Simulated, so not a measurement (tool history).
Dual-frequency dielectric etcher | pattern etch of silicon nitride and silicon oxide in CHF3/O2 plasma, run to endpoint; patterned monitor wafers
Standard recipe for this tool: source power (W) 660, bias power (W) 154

run     day  source power (W)  bias power (W)  incoming incoming film thickness, nm  endpoint time (s)
  1   0.000               660             154                                 213.3              136.9
  2   4.083               660             154                                 212.2              136.4
  3   7.850               660             154                                 212.9              138.0
  4  11.988               660             154                                 212.1              139.6
  5  20.254               660             154                                 213.8              139.6
  6  22.683               660             154                                 213.4              141.6
     25.575  -- wet clean of the chamber
  7  25.596               660             154                                 211.9              143.9
  8  29.883               660             154                                 217.5              146.1
  9  33.875               660             182                                 215.1              138.5
 10  37.442               660             141                                 214.1              151.8
     40.050  -- wet clean of the chamber, repeated, since the last time left the tool worse
 11  40.071               660             141                                 215.5              142.3
 12  42.896               660             141                                 212.9              140.5
 13  44.525               660             166                                 216.4              136.5
 14  46.042               660             166                                 214.3              134.8
 15  48.679               780             185                                 214.2              122.3
     48.871  -- source power generator calibrated
     52.075  -- upper electrode replaced
 16  52.096               660             154                                 215.4              139.0
 17  54.588               760             132                                 213.8              138.2
 18  56.196               590             137                                 214.4              151.2
 19  59.283               510             185                                 212.8              143.6
     63.246  -- wet clean of the chamber
 20  63.267               660             129                                 217.3              146.8
     66.821  -- bias power generator calibrated
 21  66.842               660             129                                 215.3              146.3
 22  69.762               660             129                                 214.1              145.2
 23  71.675               720             154                                 212.5              131.6
 24  75.662               660             192                                 213.8              126.6
 25  77.938               710             184                                 214.6              127.1
 26  82.879               510             166                                 211.8              147.3
 27  86.975               660             134                                 214.9              146.3
     88.117  -- wet clean of the chamber
 28  89.658               570             183                                 216.8              137.2

5 options for the next run, each taken on its own from the tool as it stands now. Forecast them:
  A  89.679               660             154                                 213.5                  ?
  B  89.679               700             117                                 213.5                  ?
  C  89.679               620             187                                 213.5                  ?
  D  89.679               540             179                                 213.5                  ?
  E  89.679               730             154                                 213.5                  ?

run  endpoint time (s)
  A              136.2
  B              146.1
  C              130.2
  D              138.8
  E              131.3
Without the tool's hidden state the same runs would have given:
run  endpoint time (s)
  A              135.8
  B              145.7
  C              129.8
  D              138.4
  E              130.9
